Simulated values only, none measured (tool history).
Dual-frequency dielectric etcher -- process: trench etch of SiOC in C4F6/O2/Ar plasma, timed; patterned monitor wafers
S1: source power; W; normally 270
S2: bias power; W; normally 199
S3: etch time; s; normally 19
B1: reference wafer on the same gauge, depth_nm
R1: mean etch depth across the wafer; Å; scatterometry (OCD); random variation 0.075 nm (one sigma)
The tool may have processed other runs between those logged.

run   hour   S1   S2    S3     B1     R1
  1      0  270  225    19  36.63  339.7
  2   22.8  270  224    19  36.59  337.7
  3  104.6  270  166    19  36.59  299.6
  4  132.9  270  181    23   36.6  376.3
  5  165.3  270  181    23  36.57  377.6
  6  186.2  270  181    23  36.59  378.1
     216.3  -- upper electrode replaced
  7  216.8  270  199    19  36.59  325.7
  8  237.7  290  199    22  36.62  386.6
  9  264.6  290  199    22  36.62    389
 10  280.8  290  199    22  36.61  388.6
 11  302.1  270  199    19  36.61  327.3
 12  326.7  320  248    19  36.58  380.9
 13  353.5  290  199    22   36.6  388.2
     365.2  -- bias power generator calibrated
       386  -- source power generator calibrated
     405.5  -- wet clean of the chamber
 14    406  290  239  15.5   36.6  289.4
 15  406.4  300  199    16  36.61  277.9
 16  429.1  320  155    19  36.59  304.3
     453.7  -- gauge calibrated
 17  456.9  290  184    22   36.6  367.3
 18  472.9  290  156    15   36.6  232.8
 19  498.5  230  230    15  36.57  256.7
 20  524.8  270  199    19  36.62  321.3
 21  559.7  270  175    19   36.6  303.4
 22  582.5  270  199    19  36.59  323.1
 23  597.8  240  228    16   36.6  276.6

4 options for the next run, each taken on its own from the tool as it stands now. Forecast them:
  A  598.2  270  169    19   ?   ?
  B  598.2  320  176    19   ?   ?
  C  598.2  330  199    19   ?   ?
  D  598.2  330  184  22.5   ?   ?

run     B1     R1
  A  36.61  299.2
  B  36.61  323.2
  C  36.61  344.4
  D  36.61  394.4
Stripped of hidden state, with their random variation kept, the same runs would have yielded:
run     R1
  A  296.8
  B  320.6
  C  341.6
  D  391.2
